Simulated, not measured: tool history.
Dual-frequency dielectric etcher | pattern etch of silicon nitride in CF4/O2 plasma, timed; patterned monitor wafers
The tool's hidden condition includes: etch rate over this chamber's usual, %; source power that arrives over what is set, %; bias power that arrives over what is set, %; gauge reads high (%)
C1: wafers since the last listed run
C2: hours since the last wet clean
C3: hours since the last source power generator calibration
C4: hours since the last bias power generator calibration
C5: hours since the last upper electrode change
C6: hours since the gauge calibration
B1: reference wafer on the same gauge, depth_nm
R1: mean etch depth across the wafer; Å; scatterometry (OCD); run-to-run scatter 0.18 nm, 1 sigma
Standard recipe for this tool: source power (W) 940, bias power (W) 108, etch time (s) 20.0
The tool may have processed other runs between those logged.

{"run": 1, "hour": 0.0, "source power (W)": 940, "bias power (W)": 108, "etch time (s)": 20.0, "C1": 0, "C2": 291.9, "C3": 3470.7, "C4": 1210.1, "C5": 2670.4, "C6": 278.8, "B1": 57.3, "R1": 549}
{"run": 2, "hour": 35.6, "source power (W)": 940, "bias power (W)": 118, "etch time (s)": 20.0, "C1": 604, "C2": 327.5, "C3": 3506.3, "C4": 1245.7, "C5": 2706.0, "C6": 314.4, "B1": 57.2, "R1": 557}
{"run": 3, "hour": 52.0, "source power (W)": 890, "bias power (W)": 108, "etch time (s)": 18.0, "C1": 278, "C2": 343.9, "C3": 3522.7, "C4": 1262.1, "C5": 2722.4, "C6": 330.8, "B1": 57.3, "R1": 458}
{"run": 4, "hour": 83.5, "source power (W)": 940, "bias power (W)": 108, "etch time (s)": 20.0, "C1": 534, "C2": 375.4, "C3": 3554.2, "C4": 1293.6, "C5": 2753.9, "C6": 362.3, "B1": 57.2, "R1": 541}
{"run": 5, "hour": 118.1, "source power (W)": 940, "bias power (W)": 108, "etch time (s)": 20.0, "C1": 587, "C2": 410.0, "C3": 3588.8, "C4": 1328.2, "C5": 2788.5, "C6": 396.9, "B1": 57.2, "R1": 540}
{"run": 6, "hour": 133.6, "source power (W)": 940, "bias power (W)": 108, "etch time (s)": 20.0, "C1": 263, "C2": 425.5, "C3": 3604.3, "C4": 1343.7, "C5": 2804.0, "C6": 412.4, "B1": 57.3, "R1": 538}
{"hour": 169.6, "done": "source power generator calibrated"}
{"hour": 184.4, "done": "upper electrode replaced"}
{"run": 7, "hour": 184.9, "source power (W)": 840, "bias power (W)": 108, "etch time (s)": 20.0, "C1": 551, "C2": 476.8, "C3": 15.3, "C4": 1395.0, "C5": 0.5, "C6": 463.7, "B1": 57.2, "R1": 502}
{"run": 8, "hour": 187.6, "source power (W)": 840, "bias power (W)": 88, "etch time (s)": 20.0, "C1": 45, "C2": 479.5, "C3": 18.0, "C4": 1397.7, "C5": 3.2, "C6": 466.4, "B1": 57.2, "R1": 477}
{"run": 9, "hour": 202.8, "source power (W)": 940, "bias power (W)": 108, "etch time (s)": 20.0, "C1": 257, "C2": 494.7, "C3": 33.2, "C4": 1412.9, "C5": 18.4, "C6": 481.6, "B1": 57.1, "R1": 564}
{"hour": 228.8, "done": "wet clean of the chamber"}
{"run": 10, "hour": 229.3, "source power (W)": 1150, "bias power (W)": 121, "etch time (s)": 16.0, "C1": 42, "C2": 0.5, "C3": 59.7, "C4": 1439.4, "C5": 44.9, "C6": 508.1, "B1": 57.2, "R1": 587}
{"run": 11, "hour": 241.9, "source power (W)": 1010, "bias power (W)": 89, "etch time (s)": 16.5, "C1": 213, "C2": 13.1, "C3": 72.3, "C4": 1452.0, "C5": 57.5, "C6": 520.7, "B1": 57.2, "R1": 492}
{"run": 12, "hour": 258.1, "source power (W)": 940, "bias power (W)": 92, "etch time (s)": 23.5, "C1": 274, "C2": 29.3, "C3": 88.5, "C4": 1468.2, "C5": 73.7, "C6": 536.9, "B1": 57.3, "R1": 653}
{"run": 13, "hour": 271.4, "source power (W)": 940, "bias power (W)": 130, "etch time (s)": 20.0, "C1": 225, "C2": 42.6, "C3": 101.8, "C4": 1481.5, "C5": 87.0, "C6": 550.2, "B1": 57.1, "R1": 604}
{"run": 14, "hour": 291.4, "source power (W)": 940, "bias power (W)": 85, "etch time (s)": 20.0, "C1": 339, "C2": 62.6, "C3": 121.8, "C4": 1501.5, "C5": 107.0, "C6": 570.2, "B1": 57.2, "R1": 545}
{"run": 15, "hour": 323.8, "source power (W)": 870, "bias power (W)": 108, "etch time (s)": 20.0, "C1": 549, "C2": 95.0, "C3": 154.2, "C4": 1533.9, "C5": 139.4, "C6": 602.6, "B1": 57.2, "R1": 527}
{"run": 16, "hour": 341.1, "source power (W)": 940, "bias power (W)": 108, "etch time (s)": 18.5, "C1": 293, "C2": 112.3, "C3": 171.5, "C4": 1551.2, "C5": 156.7, "C6": 619.9, "B1": 57.2, "R1": 533}
{"run": 17, "hour": 367.2, "source power (W)": 940, "bias power (W)": 108, "etch time (s)": 20.0, "C1": 442, "C2": 138.4, "C3": 197.6, "C4": 1577.3, "C5": 182.8, "C6": 646.0, "B1": 57.2, "R1": 572}
{"run": 18, "hour": 389.5, "source power (W)": 940, "bias power (W)": 108, "etch time (s)": 20.0, "C1": 378, "C2": 160.7, "C3": 219.9, "C4": 1599.6, "C5": 205.1, "C6": 668.3, "B1": 57.2, "R1": 570}
{"run": 19, "hour": 458.1, "source power (W)": 940, "bias power (W)": 115, "etch time (s)": 21.5, "C1": 1164, "C2": 229.3, "C3": 288.5, "C4": 1668.2, "C5": 273.7, "C6": 736.9, "B1": 57.2, "R1": 621}
{"run": 20, "hour": 487.1, "source power (W)": 700, "bias power (W)": 108, "etch time (s)": 23.5, "C1": 492, "C2": 258.3, "C3": 317.5, "C4": 1697.2, "C5": 302.7, "C6": 765.9, "B1": 57.1, "R1": 483}
{"run": 21, "hour": 502.8, "source power (W)": 940, "bias power (W)": 108, "etch time (s)": 20.0, "C1": 266, "C2": 274.0, "C3": 333.2, "C4": 1712.9, "C5": 318.4, "C6": 781.6, "B1": 57.3, "R1": 567}
{"hour": 515.3, "done": "bias power generator calibrated"}
{"run": 22, "hour": 536.0, "source power (W)": 760, "bias power (W)": 101, "etch time (s)": 20.0, "C1": 495, "C2": 307.2, "C3": 366.4, "C4": 20.7, "C5": 351.6, "C6": 814.8, "B1": 57.2, "R1": 442}
{"hour": 565.1, "done": "gauge calibrated"}
{"run": 23, "hour": 589.9, "source power (W)": 790, "bias power (W)": 108, "etch time (s)": 20.0, "C1": 914, "C2": 361.1, "C3": 420.3, "C4": 74.6, "C5": 405.5, "C6": 24.8, "B1": 57.2, "R1": 465}
{"run": 24, "hour": 621.7, "source power (W)": 1050, "bias power (W)": 83, "etch time (s)": 23.0, "C1": 539, "C2": 392.9, "C3": 452.1, "C4": 106.4, "C5": 437.3, "C6": 56.6, "B1": 57.2, "R1": 686}
{"run": 25, "hour": 707.9, "source power (W)": 940, "bias power (W)": 122, "etch time (s)": 14.5, "C1": 1462, "C2": 479.1, "C3": 538.3, "C4": 192.6, "C5": 523.5, "C6": 142.8, "B1": 57.2, "R1": 414}
{"run": 26, "hour": 721.6, "source power (W)": 700, "bias power (W)": 101, "etch time (s)": 22.0, "C1": 232, "C2": 492.8, "C3": 552.0, "C4": 206.3, "C5": 537.2, "C6": 156.5, "B1": 57.2, "R1": 433}
{"hour": 747.0, "done": "wet clean of the chamber"}
{"run": 27, "hour": 753.7, "source power (W)": 940, "bias power (W)": 114, "etch time (s)": 20.0, "C1": 137, "C2": 6.7, "C3": 584.1, "C4": 238.4, "C5": 569.3, "C6": 188.6, "B1": 57.2, "R1": 584}
{"run": 28, "hour": 773.7, "source power (W)": 740, "bias power (W)": 82, "etch time (s)": 24.5, "C1": 339, "C2": 26.7, "C3": 604.1, "C4": 258.4, "C5": 589.3, "C6": 208.6, "B1": 57.2, "R1": 510}
{"run": 29, "hour": 805.3, "source power (W)": 940, "bias power (W)": 108, "etch time (s)": 20.0, "C1": 536, "C2": 58.3, "C3": 635.7, "C4": 290.0, "C5": 620.9, "C6": 240.2, "B1": 57.2, "R1": 576}

How would selected steps in R1 from run to run divide? Give the signed amount a tool lacking its hidden state would still show from settings, what came in and random variation, and the signed amount left for the hidden state, including any gauge scatter that is not in both of the compared results.
Run 6 -> 7: source power (W) 940 -> 840, source power generator calibrated, upper electrode replaced. R1 -36 Å: hidden state +25, all else -61.
Run 23 -> 24: source power (W) 790 -> 1050, bias power (W) 108 -> 83, etch time (s) 20.0 -> 23.0. R1 +221 Å: hidden state -6, all else +227.
Run 24 -> 25: source power (W) 1050 -> 940, bias power (W) 83 -> 122, etch time (s) 23.0 -> 14.5. R1 -272 Å: hidden state +3, all else -275.
Run 26 -> 27: source power (W) 700 -> 940, bias power (W) 101 -> 114, etch time (s) 22.0 -> 20.0, wet clean of the chamber. R1 +151 Å: hidden state +17, all else +134.
